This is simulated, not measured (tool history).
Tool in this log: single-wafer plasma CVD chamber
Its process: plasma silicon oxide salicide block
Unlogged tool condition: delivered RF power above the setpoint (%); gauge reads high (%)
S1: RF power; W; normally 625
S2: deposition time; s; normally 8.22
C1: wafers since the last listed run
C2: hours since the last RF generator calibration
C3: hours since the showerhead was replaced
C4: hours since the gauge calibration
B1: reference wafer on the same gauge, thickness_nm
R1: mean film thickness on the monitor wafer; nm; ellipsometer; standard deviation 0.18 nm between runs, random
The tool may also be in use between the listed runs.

run   hour   S1    S2    C1      C2      C3     C4      B1       R1
  1    0.0  625  8.22     0   976.4  6508.5  347.3  72.494   87.292
  2   15.2  625  8.22   308   991.6  6523.7  362.5  72.497   87.384
      29.9  -- gauge calibrated
  3   50.2  625  8.22   710  1026.6  6558.7   20.3  72.515   87.227
  4   72.1  540  8.22   444  1048.5  6580.6   42.2  72.490   83.485
  5   89.1  625  8.22   345  1065.5  6597.6   59.2  72.468   87.068
  6  103.2  625  8.22   286  1079.6  6611.7   73.3  72.515   87.268
  7  127.8  625  8.22   499  1104.2  6636.3   97.9  72.511   87.580
  8  163.2  625  8.22   718  1139.6  6671.7  133.3  72.466   87.167
  9  185.9  625  8.22   460  1162.3  6694.4  156.0  72.508   86.816
     244.6  -- showerhead replaced
 10  245.1  625  8.22  1039  1221.5     0.5  215.2  72.533   87.056
 11  254.3  625  8.22   186  1230.7     9.7  224.4  72.495   87.292
     295.8  -- RF generator calibrated
 12  296.3  625  8.22   690     0.5    51.7  266.4  72.510   88.836
 13  305.6  565  7.37   188     9.8    61.0  275.7  72.520   76.966
 14  318.2  570  9.51   255    22.4    73.6  288.3  72.501   99.732
 15  337.7  710  8.22   396    41.9    93.1  307.8  72.505   92.189
 16  366.3  625  7.23   580    70.5   121.7  336.4  72.491   78.060
 17  381.5  625  8.22   308    85.7   136.9  351.6  72.495   88.548
 18  399.8  625  8.22   371   104.0   155.2  369.9  72.490   88.581
     407.9  -- gauge calibrated
 19  432.1  530  7.71   655   136.3   187.5   24.2  72.502   78.825
 20  466.4  565  7.37   696   170.6   221.8   58.5  72.489   76.670
 21  500.6  535  9.51   694   204.8   256.0   92.7  72.516   97.201
 22  520.2  670  9.26   398   224.4   275.6  112.3  72.492  101.704
 23  540.5  625  8.22   412   244.7   295.9  132.6  72.475   88.218
 24  554.5  625  8.22   284   258.7   309.9  146.6  72.516   88.292
 25  590.4  515  9.54   729   294.6   345.8  182.5  72.480   96.185

Forecast each of these 5 alternatives for the next run:
  A  590.8  625  6.67   8  295.0  346.2  182.9   ?   ?
  B  590.8  740  8.22   8  295.0  346.2  182.9   ?   ?
  C  590.8  720  9.66   8  295.0  346.2  182.9   ?   ?
  D  590.8  520  8.89   8  295.0  346.2  182.9   ?   ?
  E  590.8  540  9.21   8  295.0  346.2  182.9   ?   ?

run      B1       R1
  A  72.509   71.497
  B  72.509   92.859
  C  72.509  108.203
  D  72.509   89.964
  E  72.509   94.313
What these runs would have given with no unlogged condition in the tool:
run       R1
  A   72.065
  B   93.597
  C  109.063
  D   90.679
  E   95.062
